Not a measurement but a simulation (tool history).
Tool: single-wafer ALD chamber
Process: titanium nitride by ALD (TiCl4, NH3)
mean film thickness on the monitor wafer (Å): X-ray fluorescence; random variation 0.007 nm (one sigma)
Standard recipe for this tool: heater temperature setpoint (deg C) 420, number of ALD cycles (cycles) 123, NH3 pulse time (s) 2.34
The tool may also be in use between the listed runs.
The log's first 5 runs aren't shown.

run    hour  heater temperature setpoint (deg C)  number of ALD cycles (cycles)  NH3 pulse time (s)  read-back reference wafer on the same gauge, thickness_nm  mean film thickness on the monitor wafer (Å)
  6   609.5                                  420                            123                2.91                                                      2.780                                         28.30
  7   716.5                                  420                            123                2.91                                                      2.780                                         28.33
  8   755.1                                  420                            123                2.91                                                      2.781                                         28.37
  9   818.2                                  420                            123                2.34                                                      2.780                                         28.14
 10   868.7                                  420                            123                2.34                                                      2.779                                         27.99
 11   965.9                                  420                            123                2.34                                                      2.779                                         28.08
 12  1008.2                                  420                            123                2.34                                                      2.779                                         28.18
 13  1111.4                                  420                            123                2.34                                                      2.780                                         28.07
 14  1199.7                                  420                            123                2.34                                                      2.780                                         28.16
 15  1274.3                                  420                            123                2.34                                                      2.780                                         28.08
 16  1322.0                                  420                            123                2.34                                                      2.780                                         28.03
     1456.9  -- gauge calibrated
 17  1479.3                                  408                            130                2.34                                                      2.780                                         29.62
     1488.2  -- thermocouple changed; heater temperature recalibrated
 18  1557.2                                  412                            123                2.34                                                      2.780                                         28.09
 19  1641.9                                  407                            114                2.04                                                      2.780                                         25.86
 20  1688.0                                  420                            146                2.34                                                      2.781                                         33.30
 21  1778.9                                  414                            111                2.73                                                      2.781                                         25.41
 22  1859.0                                  410                            123                1.80                                                      2.779                                         27.73
     1875.6  -- showerhead replaced
 23  1913.0                                  420                            123                1.77                                                      2.781                                         27.94
 24  2009.6                                  411                            133                2.34                                                      2.780                                         30.33
 25  2060.4                                  420                            123                2.92                                                      2.781                                         28.29
 26  2119.2                                  420                            123                2.34                                                      2.781                                         28.09
 27  2223.7                                  420                            109                2.00                                                      2.779                                         24.92
 28  2273.3                                  420                            123                2.98                                                      2.781                                         28.25
 29  2355.1                                  420                            123                2.34                                                      2.780                                         28.01
 30  2416.4                                  414                            123                2.34                                                      2.780                                         27.94

5 ways to go on from here, each from the tool as it stands after run 30. What would each give?
  A  2417.1                                  415                            123                2.34                                                          ?                                             ?
  B  2417.1                                  435                            123                1.67                                                          ?                                             ?
  C  2417.1                                  413                            139                2.34                                                          ?                                             ?
  D  2417.1                                  429                            123                1.63                                                          ?                                             ?
  E  2417.1                                  427                            123                2.34                                                          ?                                             ?

run  read-back reference wafer on the same gauge, thickness_nm  mean film thickness on the monitor wafer (Å)
  A                                                      2.778                                         28.11
  B                                                      2.778                                         27.96
  C                                                      2.778                                         31.75
  D                                                      2.778                                         27.92
  E                                                      2.778                                         28.19
With no hidden state in the tool, these same runs would have given:
run  mean film thickness on the monitor wafer (Å)
  A                                         28.11
  B                                         27.96
  C                                         31.75
  D                                         27.92
  E                                         28.19

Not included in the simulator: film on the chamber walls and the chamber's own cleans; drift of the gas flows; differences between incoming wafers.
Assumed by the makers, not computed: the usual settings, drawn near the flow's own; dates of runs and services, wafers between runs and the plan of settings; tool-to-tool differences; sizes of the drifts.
